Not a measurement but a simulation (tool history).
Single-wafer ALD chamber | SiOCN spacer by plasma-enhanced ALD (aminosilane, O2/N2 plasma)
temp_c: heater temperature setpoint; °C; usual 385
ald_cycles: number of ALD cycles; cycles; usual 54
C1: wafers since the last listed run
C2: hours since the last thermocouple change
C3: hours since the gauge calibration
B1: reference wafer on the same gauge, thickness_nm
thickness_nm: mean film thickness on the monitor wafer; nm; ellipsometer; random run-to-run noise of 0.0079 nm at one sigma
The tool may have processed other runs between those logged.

run 1 hour=0 | temp_c=395 ald_cycles=54 | C1=0 C2=770.5 C3=441.2 | B1=3.421 | thickness_nm=3.162
run 2 hour=30.5 | temp_c=389 ald_cycles=48 | C1=190 C2=801 C3=471.7 | B1=3.42 | thickness_nm=2.822
run 3 hour=43.2 | temp_c=389 ald_cycles=48 | C1=79 C2=813.7 C3=484.4 | B1=3.42 | thickness_nm=2.832
run 4 hour=74.7 | temp_c=385 ald_cycles=54 | C1=196 C2=845.2 C3=515.9 | B1=3.422 | thickness_nm=3.168
run 5 hour=182.2 | temp_c=385 ald_cycles=54 | C1=670 C2=952.7 C3=623.4 | B1=3.423 | thickness_nm=3.154
run 6 hour=214.2 | temp_c=385 ald_cycles=54 | C1=199 C2=984.7 C3=655.4 | B1=3.417 | thickness_nm=3.156
run 7 hour=228.9 | temp_c=385 ald_cycles=54 | C1=91 C2=999.4 C3=670.1 | B1=3.422 | thickness_nm=3.168
run 8 hour=246.5 | temp_c=385 ald_cycles=54 | C1=109 C2=1017 C3=687.7 | B1=3.415 | thickness_nm=3.167
run 9 hour=274.3 | temp_c=385 ald_cycles=54 | C1=173 C2=1044.8 C3=715.5 | B1=3.422 | thickness_nm=3.172
run 10 hour=288.8 | temp_c=392 ald_cycles=46 | C1=90 C2=1059.3 C3=730 | B1=3.423 | thickness_nm=2.705
run 11 hour=325.2 | temp_c=392 ald_cycles=46 | C1=227 C2=1095.7 C3=766.4 | B1=3.421 | thickness_nm=2.689
run 12 hour=355 | temp_c=385 ald_cycles=51 | C1=185 C2=1125.5 C3=796.2 | B1=3.422 | thickness_nm=2.984
run 13 hour=373.8 | temp_c=385 ald_cycles=59 | C1=117 C2=1144.3 C3=815 | B1=3.417 | thickness_nm=3.465
run 14 hour=388.6 | temp_c=385 ald_cycles=59 | C1=92 C2=1159.1 C3=829.8 | B1=3.419 | thickness_nm=3.451
run 15 hour=411.5 | temp_c=380 ald_cycles=54 | C1=142 C2=1182 C3=852.7 | B1=3.42 | thickness_nm=3.166
run 16 hour=442 | temp_c=390 ald_cycles=47 | C1=190 C2=1212.5 C3=883.2 | B1=3.421 | thickness_nm=2.763
run 17 hour=464.1 | temp_c=385 ald_cycles=54 | C1=137 C2=1234.6 C3=905.3 | B1=3.422 | thickness_nm=3.156
run 18 hour=479.3 | temp_c=385 ald_cycles=54 | C1=94 C2=1249.8 C3=920.5 | B1=3.419 | thickness_nm=3.18
run 19 hour=496.8 | temp_c=385 ald_cycles=54 | C1=109 C2=1267.3 C3=938 | B1=3.419 | thickness_nm=3.161
run 20 hour=532.3 | temp_c=385 ald_cycles=54 | C1=221 C2=1302.8 C3=973.5 | B1=3.419 | thickness_nm=3.165
run 21 hour=556.1 | temp_c=385 ald_cycles=54 | C1=148 C2=1326.6 C3=997.3 | B1=3.42 | thickness_nm=3.174
run 22 hour=573.2 | temp_c=385 ald_cycles=47 | C1=106 C2=1343.7 C3=1014.4 | B1=3.418 | thickness_nm=2.753
-- hour=577.2 gauge calibrated
run 23 hour=599.1 | temp_c=377 ald_cycles=60 | C1=161 C2=1369.6 C3=21.9 | B1=3.418 | thickness_nm=3.53
run 24 hour=628.7 | temp_c=385 ald_cycles=54 | C1=184 C2=1399.2 C3=51.5 | B1=3.415 | thickness_nm=3.159
run 25 hour=697.7 | temp_c=389 ald_cycles=44 | C1=430 C2=1468.2 C3=120.5 | B1=3.418 | thickness_nm=2.594
run 26 hour=714.5 | temp_c=374 ald_cycles=61 | C1=104 C2=1485 C3=137.3 | B1=3.422 | thickness_nm=3.579
run 27 hour=732.6 | temp_c=385 ald_cycles=54 | C1=112 C2=1503.1 C3=155.4 | B1=3.421 | thickness_nm=3.174
-- hour=754.8 thermocouple changed; heater temperature recalibrated
run 28 hour=760.8 | temp_c=370 ald_cycles=63 | C1=126 C2=6 C3=183.6 | B1=3.419 | thickness_nm=3.709
run 29 hour=786.1 | temp_c=376 ald_cycles=61 | C1=157 C2=31.3 C3=208.9 | B1=3.42 | thickness_nm=3.578
run 30 hour=799.7 | temp_c=385 ald_cycles=54 | C1=84 C2=44.9 C3=222.5 | B1=3.425 | thickness_nm=3.158
run 31 hour=822 | temp_c=392 ald_cycles=47 | C1=139 C2=67.2 C3=244.8 | B1=3.42 | thickness_nm=2.756
run 32 hour=836.5 | temp_c=397 ald_cycles=47 | C1=90 C2=81.7 C3=259.3 | B1=3.418 | thickness_nm=2.766
run 33 hour=865.6 | temp_c=385 ald_cycles=54 | C1=181 C2=110.8 C3=288.4 | B1=3.422 | thickness_nm=3.175
run 34 hour=886.8 | temp_c=395 ald_cycles=47 | C1=132 C2=132 C3=309.6 | B1=3.424 | thickness_nm=2.755
run 35 hour=913.6 | temp_c=385 ald_cycles=54 | C1=167 C2=158.8 C3=336.4 | B1=3.421 | thickness_nm=3.173
run 36 hour=927.3 | temp_c=385 ald_cycles=50 | C1=85 C2=172.5 C3=350.1 | B1=3.42 | thickness_nm=2.937
run 37 hour=960.7 | temp_c=385 ald_cycles=54 | C1=208 C2=205.9 C3=383.5 | B1=3.421 | thickness_nm=3.164
run 38 hour=993.5 | temp_c=395 ald_cycles=51 | C1=204 C2=238.7 C3=416.3 | B1=3.421 | thickness_nm=3
run 39 hour=1007.6 | temp_c=394 ald_cycles=58 | C1=87 C2=252.8 C3=430.4 | B1=3.416 | thickness_nm=3.402
run 40 hour=1042.9 | temp_c=385 ald_cycles=54 | C1=220 C2=288.1 C3=465.7 | B1=3.42 | thickness_nm=3.172
run 41 hour=1069.1 | temp_c=371 ald_cycles=62 | C1=163 C2=314.3 C3=491.9 | B1=3.42 | thickness_nm=3.657
run 42 hour=1083 | temp_c=392 ald_cycles=59 | C1=86 C2=328.2 C3=505.8 | B1=3.421 | thickness_nm=3.472
run 43 hour=1097.8 | temp_c=400 ald_cycles=61 | C1=92 C2=343 C3=520.6 | B1=3.417 | thickness_nm=3.575
run 44 hour=1120.6 | temp_c=385 ald_cycles=49 | C1=142 C2=365.8 C3=543.4 | B1=3.42 | thickness_nm=2.872
run 45 hour=1155.5 | temp_c=385 ald_cycles=51 | C1=217 C2=400.7 C3=578.3 | B1=3.417 | thickness_nm=3.008
run 46 hour=1186.9 | temp_c=373 ald_cycles=54 | C1=195 C2=432.1 C3=609.7 | B1=3.42 | thickness_nm=3.17

Alternative continuations, all from the tool just after run 46; predict every row:
run A hour=1187.4 | temp_c=385 ald_cycles=54 | C1=3 C2=432.6 C3=610.2 | B1=? | thickness_nm=?
run B hour=1187.4 | temp_c=370 ald_cycles=57 | C1=3 C2=432.6 C3=610.2 | B1=? | thickness_nm=?
run C hour=1187.4 | temp_c=399 ald_cycles=50 | C1=3 C2=432.6 C3=610.2 | B1=? | thickness_nm=?
run D hour=1187.4 | temp_c=400 ald_cycles=57 | C1=3 C2=432.6 C3=610.2 | B1=? | thickness_nm=?
run E hour=1187.4 | temp_c=395 ald_cycles=59 | C1=3 C2=432.6 C3=610.2 | B1=? | thickness_nm=?

run=A B1=3.421 thickness_nm=3.163
run=B B1=3.421 thickness_nm=3.339
run=C B1=3.421 thickness_nm=2.929
run=D B1=3.421 thickness_nm=3.339
run=E B1=3.421 thickness_nm=3.456
Without the tool's unlogged condition, the same runs would have read:
run=A thickness_nm=3.163
run=B thickness_nm=3.339
run=C thickness_nm=2.929
run=D thickness_nm=3.339
run=E thickness_nm=3.456
